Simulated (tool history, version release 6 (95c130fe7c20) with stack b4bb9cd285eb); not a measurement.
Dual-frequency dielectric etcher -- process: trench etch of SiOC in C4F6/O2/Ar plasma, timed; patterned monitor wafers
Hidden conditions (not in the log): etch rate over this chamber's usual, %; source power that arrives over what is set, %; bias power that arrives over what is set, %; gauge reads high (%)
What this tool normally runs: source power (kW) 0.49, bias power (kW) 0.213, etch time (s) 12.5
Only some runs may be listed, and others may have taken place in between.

| run | hour | source power (kW) | bias power (kW) | etch time (s) | wafers since the last listed run | hours since the last wet clean | hours since the last source power generator calibration | hours since the last bias power generator calibration | hours since the last upper electrode change | hours since the gauge calibration | read-back reference wafer on the same gauge, depth_nm | mean etch depth across the wafer (Å) |
|---|---|---|---|---|---|---|---|---|---|---|---|---|
| 1 | 0 | 0.49 | 0.213 | 12.5 | 0 | 371.6 | 3536.6 | 3467.3 | 5226.3 | 1460.9 | 26.73 | 319.3 |
| 2 | 55.1 | 0.49 | 0.213 | 12.5 | 740 | 426.7 | 3591.7 | 3522.4 | 5281.4 | 1516 | 26.71 | 320.5 |
| 3 | 86.6 | 0.49 | 0.213 | 15.5 | 423 | 458.2 | 3623.2 | 3553.9 | 5312.9 | 1547.5 | 26.73 | 399.1 |
| 4 | 131 | 0.49 | 0.213 | 15.5 | 596 | 502.6 | 3667.6 | 3598.3 | 5357.3 | 1591.9 | 26.71 | 397.8 |
|  | 149.5 | gauge calibrated |
| 5 | 169.2 | 0.49 | 0.213 | 12.5 | 513 | 540.8 | 3705.8 | 3636.5 | 5395.5 | 19.7 | 27.32 | 326.6 |
|  | 206 | source power generator calibrated |
|  | 253.8 | wet clean of the chamber |
| 6 | 254.3 | 0.49 | 0.213 | 12.5 | 767 | 0.5 | 48.3 | 3721.6 | 5480.6 | 104.8 | 27.19 | 326.2 |
| 7 | 282.9 | 0.49 | 0.213 | 12.5 | 384 | 29.1 | 76.9 | 3750.2 | 5509.2 | 133.4 | 27.14 | 326 |
| 8 | 319.5 | 0.49 | 0.213 | 12.5 | 491 | 65.7 | 113.5 | 3786.8 | 5545.8 | 170 | 27.11 | 326.1 |
| 9 | 364.4 | 0.49 | 0.213 | 12.5 | 603 | 110.6 | 158.4 | 3831.7 | 5590.7 | 214.9 | 27.04 | 326.4 |
| 10 | 428.3 | 0.49 | 0.213 | 12.5 | 858 | 174.5 | 222.3 | 3895.6 | 5654.6 | 278.8 | 26.97 | 322.8 |
| 11 | 454.2 | 0.49 | 0.213 | 12.5 | 348 | 200.4 | 248.2 | 3921.5 | 5680.5 | 304.7 | 26.94 | 323.4 |
|  | 516 | upper electrode replaced |
| 12 | 518.8 | 0.49 | 0.195 | 12.5 | 545 | 265 | 312.8 | 3986.1 | 2.8 | 369.3 | 26.86 | 311.6 |
| 13 | 544 | 0.38 | 0.213 | 9 | 338 | 290.2 | 338 | 4011.3 | 28 | 394.5 | 26.86 | 205.9 |
| 14 | 572 | 0.59 | 0.168 | 14.5 | 376 | 318.2 | 366 | 4039.3 | 56 | 422.5 | 26.83 | 370.7 |
| 15 | 598.4 | 0.56 | 0.213 | 12.5 | 354 | 344.6 | 392.4 | 4065.7 | 82.4 | 448.9 | 26.82 | 342.1 |
| 16 | 643.9 | 0.54 | 0.213 | 12.5 | 611 | 390.1 | 437.9 | 4111.2 | 127.9 | 494.4 | 26.76 | 335.9 |
| 17 | 684.2 | 0.49 | 0.213 | 12.5 | 541 | 430.4 | 478.2 | 4151.5 | 168.2 | 534.7 | 26.75 | 321.5 |
| 18 | 713.6 | 0.49 | 0.213 | 12.5 | 395 | 459.8 | 507.6 | 4180.9 | 197.6 | 564.1 | 26.72 | 320.7 |
|  | 747.4 | bias power generator calibrated |
| 19 | 751.8 | 0.56 | 0.169 | 16.5 | 459 | 498 | 545.8 | 4.4 | 235.8 | 602.3 | 26.7 | 412.4 |
|  | 804.9 | wet clean of the chamber |
| 20 | 821.9 | 0.39 | 0.251 | 12.5 | 619 | 17 | 615.9 | 74.5 | 305.9 | 672.4 | 26.68 | 306.7 |
| 21 | 915.9 | 0.53 | 0.213 | 15 | 1263 | 111 | 709.9 | 168.5 | 399.9 | 766.4 | 26.63 | 396.9 |
| 22 | 967.3 | 0.49 | 0.161 | 12.5 | 690 | 162.4 | 761.3 | 219.9 | 451.3 | 817.8 | 26.61 | 286.6 |
| 23 | 1017.2 | 0.59 | 0.213 | 8.5 | 670 | 212.3 | 811.2 | 269.8 | 501.2 | 867.7 | 26.58 | 235.3 |
| 24 | 1085.1 | 0.49 | 0.213 | 12.5 | 912 | 280.2 | 879.1 | 337.7 | 569.1 | 935.6 | 26.57 | 319.6 |
| 25 | 1133.5 | 0.49 | 0.179 | 10 | 650 | 328.6 | 927.5 | 386.1 | 617.5 | 984 | 26.55 | 238.5 |
| 26 | 1176.9 | 0.49 | 0.213 | 12.5 | 583 | 372 | 970.9 | 429.5 | 660.9 | 1027.4 | 26.54 | 319.5 |
| 27 | 1226.4 | 0.55 | 0.19 | 11 | 665 | 421.5 | 1020.4 | 479 | 710.4 | 1076.9 | 26.53 | 282 |
| 28 | 1259.4 | 0.45 | 0.253 | 10 | 443 | 454.5 | 1053.4 | 512 | 743.4 | 1109.9 | 26.53 | 262 |
|  | 1288.5 | wet clean of the chamber |
| 29 | 1289 | 0.49 | 0.169 | 12.5 | 75 | 0.5 | 1083 | 541.6 | 773 | 1139.5 | 26.53 | 291.8 |
| 30 | 1418 | 0.54 | 0.191 | 10 | 1733 | 129.5 | 1212 | 670.6 | 902 | 1268.5 | 26.49 | 254.6 |

Alternative continuations, all from the tool just after run 30; predict every row:
| A | 1418.4 | 0.4 | 0.213 | 12.5 | 5 | 129.9 | 1212.4 | 671 | 902.4 | 1268.9 | ? | ? |
| B | 1418.4 | 0.49 | 0.186 | 14.5 | 5 | 129.9 | 1212.4 | 671 | 902.4 | 1268.9 | ? | ? |
| C | 1418.4 | 0.61 | 0.198 | 16 | 5 | 129.9 | 1212.4 | 671 | 902.4 | 1268.9 | ? | ? |
| D | 1418.4 | 0.39 | 0.242 | 12.5 | 5 | 129.9 | 1212.4 | 671 | 902.4 | 1268.9 | ? | ? |

| run | read-back reference wafer on the same gauge, depth_nm | mean etch depth across the wafer (Å) |
|---|---|---|
| A | 26.48 | 288.7 |
| B | 26.48 | 349.6 |
| C | 26.48 | 435.6 |
| D | 26.48 | 299.6 |
Without the tool's hidden state the same runs would have given:
| run | mean etch depth across the wafer (Å) |
|---|---|
| A | 298.6 |
| B | 361.5 |
| C | 450.5 |
| D | 309.9 |

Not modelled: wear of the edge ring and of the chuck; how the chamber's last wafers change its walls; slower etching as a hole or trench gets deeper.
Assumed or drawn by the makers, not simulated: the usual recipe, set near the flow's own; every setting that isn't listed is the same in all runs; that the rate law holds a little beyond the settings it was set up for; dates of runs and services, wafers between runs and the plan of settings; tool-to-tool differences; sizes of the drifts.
